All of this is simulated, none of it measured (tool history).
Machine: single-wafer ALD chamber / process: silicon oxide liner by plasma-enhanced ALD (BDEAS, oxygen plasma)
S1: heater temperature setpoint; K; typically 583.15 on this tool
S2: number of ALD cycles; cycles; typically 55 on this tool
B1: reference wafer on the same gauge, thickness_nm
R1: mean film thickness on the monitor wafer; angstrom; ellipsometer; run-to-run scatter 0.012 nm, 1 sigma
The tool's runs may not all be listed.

run 1 day=0.000 | S1=583.15 S2=55 | B1=4.946 | R1=48.65
run 2 day=0.521 | S1=583.15 S2=55 | B1=4.947 | R1=48.74
run 3 day=0.967 | S1=583.15 S2=55 | B1=4.955 | R1=48.45
run 4 day=1.358 | S1=583.15 S2=55 | B1=4.953 | R1=48.89
run 5 day=1.629 | S1=583.15 S2=55 | B1=4.959 | R1=48.70
run 6 day=1.925 | S1=583.15 S2=55 | B1=4.958 | R1=48.63
run 7 day=2.658 | S1=583.15 S2=55 | B1=4.962 | R1=48.63
run 8 day=3.112 | S1=583.15 S2=55 | B1=4.966 | R1=49.06
run 9 day=3.846 | S1=583.15 S2=55 | B1=4.963 | R1=48.76
run 10 day=4.250 | S1=583.15 S2=55 | B1=4.971 | R1=48.72
run 11 day=4.771 | S1=583.15 S2=55 | B1=4.970 | R1=48.84
run 12 day=5.500 | S1=583.15 S2=55 | B1=4.976 | R1=49.02
run 13 day=5.767 | S1=583.15 S2=55 | B1=4.979 | R1=48.73
run 14 day=6.142 | S1=587.15 S2=55 | B1=4.970 | R1=48.83
run 15 day=6.517 | S1=587.15 S2=55 | B1=4.974 | R1=48.51
run 16 day=6.938 | S1=587.15 S2=55 | B1=4.980 | R1=48.83
run 17 day=7.317 | S1=583.15 S2=55 | B1=4.986 | R1=48.81
run 18 day=7.888 | S1=583.15 S2=55 | B1=4.983 | R1=49.05
run 19 day=8.383 | S1=583.15 S2=55 | B1=4.986 | R1=49.35
run 20 day=8.642 | S1=586.15 S2=51 | B1=4.990 | R1=45.41
-- day=8.933 gauge calibrated
run 21 day=9.388 | S1=586.15 S2=51 | B1=4.910 | R1=44.74
run 22 day=9.650 | S1=586.15 S2=51 | B1=4.914 | R1=44.48
run 23 day=10.071 | S1=583.15 S2=51 | B1=4.912 | R1=44.72
run 24 day=10.492 | S1=583.15 S2=55 | B1=4.917 | R1=48.48
run 25 day=11.225 | S1=587.15 S2=64 | B1=4.918 | R1=56.07
run 26 day=11.896 | S1=595.15 S2=61 | B1=4.927 | R1=52.84
run 27 day=12.179 | S1=578.15 S2=48 | B1=4.934 | R1=42.59
run 28 day=12.871 | S1=587.15 S2=64 | B1=4.933 | R1=56.09
run 29 day=13.617 | S1=583.15 S2=55 | B1=4.937 | R1=48.57
run 30 day=14.183 | S1=576.15 S2=55 | B1=4.929 | R1=49.11
run 31 day=14.679 | S1=595.15 S2=52 | B1=4.934 | R1=45.35
run 32 day=15.312 | S1=583.15 S2=55 | B1=4.940 | R1=48.54
run 33 day=15.875 | S1=578.15 S2=58 | B1=4.941 | R1=51.55
run 34 day=16.621 | S1=583.15 S2=55 | B1=4.945 | R1=48.74
run 35 day=17.000 | S1=590.15 S2=51 | B1=4.951 | R1=44.71
run 36 day=17.312 | S1=583.15 S2=55 | B1=4.952 | R1=48.84
run 37 day=17.612 | S1=583.15 S2=55 | B1=4.954 | R1=48.65
run 38 day=18.017 | S1=590.15 S2=55 | B1=4.951 | R1=48.31
run 39 day=18.429 | S1=570.15 S2=55 | B1=4.957 | R1=49.79
run 40 day=18.988 | S1=595.15 S2=55 | B1=4.950 | R1=48.16
run 41 day=19.300 | S1=583.15 S2=55 | B1=4.957 | R1=48.81
-- day=19.775 thermocouple changed; heater temperature recalibrated
run 42 day=20.042 | S1=583.15 S2=48 | B1=4.962 | R1=42.81
run 43 day=21.912 | S1=583.15 S2=55 | B1=4.973 | R1=48.85
run 44 day=23.767 | S1=569.15 S2=58 | B1=4.980 | R1=52.86
run 45 day=24.138 | S1=587.15 S2=64 | B1=4.983 | R1=56.75
run 46 day=24.525 | S1=597.15 S2=46 | B1=4.990 | R1=40.17
run 47 day=25.012 | S1=569.15 S2=48 | B1=4.985 | R1=43.79

Below are 3 alternative next runs, each starting from the tool's condition after run 47. Predict each:
run A day=25.033 | S1=583.15 S2=52 | B1=? | R1=?
run B day=25.033 | S1=573.15 S2=55 | B1=? | R1=?
run C day=25.033 | S1=597.15 S2=63 | B1=? | R1=?

run=A B1=4.987 R1=46.39
run=B B1=4.987 R1=49.69
run=C B1=4.987 R1=55.19
Without the tool's unlogged condition, the same runs would have read:
run=A R1=45.58
run=B R1=48.83
run=C R1=54.24
